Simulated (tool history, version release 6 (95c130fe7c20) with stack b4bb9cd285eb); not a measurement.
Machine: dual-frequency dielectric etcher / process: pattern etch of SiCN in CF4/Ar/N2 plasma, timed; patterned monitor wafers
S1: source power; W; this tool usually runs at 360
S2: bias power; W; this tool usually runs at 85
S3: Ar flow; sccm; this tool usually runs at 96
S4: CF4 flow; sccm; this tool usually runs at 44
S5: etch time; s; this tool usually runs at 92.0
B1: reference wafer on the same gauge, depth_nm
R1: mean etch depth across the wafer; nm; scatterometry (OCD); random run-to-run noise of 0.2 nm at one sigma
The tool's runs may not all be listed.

{"run": 1, "hour": 0.0, "S1": 360, "S2": 85, "S3": 96, "S4": 44, "S5": 92.0, "B1": 72.9, "R1": 65.7}
{"run": 2, "hour": 45.2, "S1": 360, "S2": 85, "S3": 96, "S4": 44, "S5": 92.0, "B1": 72.9, "R1": 65.8}
{"run": 3, "hour": 103.3, "S1": 420, "S2": 85, "S3": 96, "S4": 44, "S5": 92.0, "B1": 72.9, "R1": 77.3}
{"run": 4, "hour": 164.2, "S1": 420, "S2": 85, "S3": 96, "S4": 44, "S5": 92.0, "B1": 72.9, "R1": 76.9}
{"run": 5, "hour": 354.8, "S1": 420, "S2": 85, "S3": 96, "S4": 44, "S5": 92.0, "B1": 72.9, "R1": 77.4}
{"run": 6, "hour": 411.6, "S1": 360, "S2": 101, "S3": 96, "S4": 44, "S5": 92.0, "B1": 72.9, "R1": 71.6}
{"run": 7, "hour": 439.6, "S1": 360, "S2": 77, "S3": 96, "S4": 44, "S5": 92.0, "B1": 72.9, "R1": 62.8}
{"run": 8, "hour": 477.3, "S1": 360, "S2": 77, "S3": 96, "S4": 44, "S5": 92.0, "B1": 72.9, "R1": 62.5}
{"run": 9, "hour": 510.7, "S1": 360, "S2": 77, "S3": 96, "S4": 44, "S5": 92.0, "B1": 72.9, "R1": 62.5}
{"run": 10, "hour": 561.9, "S1": 360, "S2": 85, "S3": 96, "S4": 52, "S5": 83.0, "B1": 72.9, "R1": 61.1}
{"run": 11, "hour": 619.2, "S1": 360, "S2": 85, "S3": 96, "S4": 52, "S5": 83.0, "B1": 72.9, "R1": 61.0}
{"run": 12, "hour": 645.9, "S1": 290, "S2": 85, "S3": 78, "S4": 44, "S5": 92.0, "B1": 72.9, "R1": 53.5}
{"run": 13, "hour": 691.7, "S1": 380, "S2": 64, "S3": 111, "S4": 44, "S5": 75.5, "B1": 72.9, "R1": 48.5}
{"run": 14, "hour": 715.9, "S1": 300, "S2": 85, "S3": 96, "S4": 35, "S5": 92.0, "B1": 72.9, "R1": 51.9}
{"run": 15, "hour": 781.4, "S1": 360, "S2": 101, "S3": 96, "S4": 44, "S5": 108.5, "B1": 72.9, "R1": 84.4}
{"run": 16, "hour": 981.8, "S1": 360, "S2": 85, "S3": 96, "S4": 44, "S5": 92.0, "B1": 72.9, "R1": 68.6}
{"run": 17, "hour": 1047.6, "S1": 420, "S2": 85, "S3": 96, "S4": 44, "S5": 78.5, "B1": 72.9, "R1": 66.6}
{"run": 18, "hour": 1086.8, "S1": 360, "S2": 85, "S3": 96, "S4": 53, "S5": 116.5, "B1": 72.9, "R1": 87.3}
{"run": 19, "hour": 1132.2, "S1": 360, "S2": 85, "S3": 96, "S4": 44, "S5": 92.0, "B1": 72.9, "R1": 66.8}
{"run": 20, "hour": 1175.2, "S1": 360, "S2": 85, "S3": 96, "S4": 44, "S5": 92.0, "B1": 72.9, "R1": 66.4}
{"run": 21, "hour": 1219.7, "S1": 360, "S2": 85, "S3": 96, "S4": 44, "S5": 92.0, "B1": 72.9, "R1": 66.6}
{"run": 22, "hour": 1259.5, "S1": 360, "S2": 98, "S3": 90, "S4": 44, "S5": 92.0, "B1": 72.9, "R1": 72.0}

Put back what was entered between runs (9 entries, withheld): which listed runs does each sit between, and how does the hidden state differ from the listed run before to the listed run after?
Logged between run 4 and run 5: wet clean of the chamber (hour 308.5)
  bias power that arrives over what is set, %: -3.1 -> -3.16
  what was measured, less what the result would be without the hidden state, R1: -1.2 -> -1.3 nm
Logged between run 7 and run 8: gauge calibrated (hour 448.6)
  bias power that arrives over what is set, %: -3.18 -> -3.19
  what was measured, less what the result would be without the hidden state, R1: -1.0 -> -1.1 nm
Logged between run 8 and run 9: upper electrode replaced (hour 510.2)
  no hidden state differs between the two runs
  what was measured, less what the result would be without the hidden state, R1: -1.1 -> -1.0 nm
Logged between run 12 and run 13: source power generator calibrated (hour 679.1); CF4 flow controller replaced (hour 691.2)
  bias power that arrives over what is set, %: -3.22 -> -3.23
  what was measured, less what the result would be without the hidden state, R1: -0.9 -> -0.7 nm
Logged between run 15 and run 16: bias power generator calibrated (hour 831.2); wet clean of the chamber (hour 970.0)
  bias power that arrives over what is set, %: -3.24 -> 6.03
  what was measured, less what the result would be without the hidden state, R1: -1.5 -> +2.0 nm
Logged between run 16 and run 17: Ar flow controller replaced (hour 996.0); bias power generator calibrated, repeated, since the last time left the tool worse (hour 1038.7)
  bias power that arrives over what is set, %: 6.03 -> -0.32
  what was measured, less what the result would be without the hidden state, R1: +2.0 -> -0.1 nm

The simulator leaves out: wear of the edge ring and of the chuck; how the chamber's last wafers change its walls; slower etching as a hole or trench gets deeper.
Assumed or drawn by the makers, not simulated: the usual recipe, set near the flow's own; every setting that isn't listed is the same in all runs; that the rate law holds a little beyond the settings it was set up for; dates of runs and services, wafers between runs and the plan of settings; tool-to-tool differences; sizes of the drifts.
